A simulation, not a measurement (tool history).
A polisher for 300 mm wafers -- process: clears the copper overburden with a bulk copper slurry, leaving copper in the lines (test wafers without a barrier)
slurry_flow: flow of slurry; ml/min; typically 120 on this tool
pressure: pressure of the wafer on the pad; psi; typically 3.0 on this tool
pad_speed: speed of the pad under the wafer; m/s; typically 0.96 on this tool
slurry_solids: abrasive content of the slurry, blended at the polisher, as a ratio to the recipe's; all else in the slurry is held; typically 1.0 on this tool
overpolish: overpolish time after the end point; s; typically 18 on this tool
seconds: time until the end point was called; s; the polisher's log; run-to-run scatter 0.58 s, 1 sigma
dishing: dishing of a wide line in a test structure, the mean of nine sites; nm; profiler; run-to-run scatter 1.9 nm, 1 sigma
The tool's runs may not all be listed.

run,hour,slurry_flow,pressure,pad_speed,slurry_solids,overpolish,wafers since the last listed run,wafers polished on this pad,hours since the slurry nozzle was cleaned,hours since the head pressure was calibrated,hours since the slurry blender was calibrated,"incoming thickness of the incoming film, nm",seconds,dishing
1,0.0,110,3.0,0.96,1.0,18,0,645,151.9,192.3,15.0,689.1,65.7,78.8
2,14.6,120,3.0,0.96,1.0,18,113,758,166.5,206.9,29.6,696.0,64.1,76.7
# hour 44.3: worn pad replaced by a new one
3,51.0,120,3.0,0.96,1.0,18,251,51,202.9,243.3,66.0,703.7,65.4,83.1
4,58.0,120,3.0,0.96,1.0,18,54,105,209.9,250.3,73.0,704.9,65.4,79.7
5,65.0,120,3.0,1.18,1.0,18,54,160,216.9,257.3,80.0,685.6,51.6,89.1
6,72.9,120,3.0,0.88,1.0,18,61,221,224.8,265.2,87.9,699.8,71.8,77.6
7,87.9,120,3.0,0.88,1.0,18,116,338,239.8,280.2,102.9,700.2,70.7,81.1
8,96.0,120,3.0,0.96,1.0,25,62,400,247.9,288.3,111.0,686.8,64.2,95.0
# hour 102.1: slurry blender recalibrated
9,138.1,120,3.3,0.76,1.2,18,311,712,290.0,330.4,36.0,707.3,72.8,78.2
10,151.1,100,3.0,0.66,0.8,18,100,813,303.0,343.4,49.0,690.0,99.8,64.4
# hour 157.9: worn pad replaced by a new one
11,167.3,120,3.0,0.96,1.0,18,94,72,319.2,359.6,65.2,704.2,64.9,80.9
# hour 173.3: slurry nozzle cleaned
# hour 184.0: head pressure recalibrated
12,184.3,140,3.0,1.06,0.8,18,108,181,11.0,0.3,82.2,703.5,59.8,84.6
13,198.8,120,4.0,0.96,1.0,13,112,294,25.5,14.8,96.7,701.2,47.8,85.1
14,214.5,120,3.0,0.96,1.0,18,121,416,41.2,30.5,112.4,699.7,65.8,83.1
# hour 225.8: slurry blender recalibrated
15,230.9,120,2.2,0.96,1.0,26,111,527,57.6,46.9,5.1,711.0,88.7,79.1
16,237.7,120,3.0,0.96,1.0,18,52,580,64.4,53.7,11.9,697.0,63.3,80.7
17,249.9,120,3.0,0.96,1.0,23,94,675,76.6,65.9,24.1,683.9,64.0,88.1

Below are 3 alternative next runs, each starting from the tool's condition after run 17. Predict each:
A,250.3,120,3.0,0.96,1.0,18,3,678,77.0,66.3,24.5,709.0,?,?
B,250.3,90,2.3,0.96,1.0,18,3,678,77.0,66.3,24.5,709.0,?,?
C,250.3,155,3.7,0.96,0.8,25,3,678,77.0,66.3,24.5,709.0,?,?

run,seconds,dishing
A,65.7,81.7
B,90.1,67.5
C,53.4,101.3
With no hidden state in the tool, these same runs would have given:
run,seconds,dishing
A,65.7,81.7
B,90.1,67.5
C,53.4,101.3
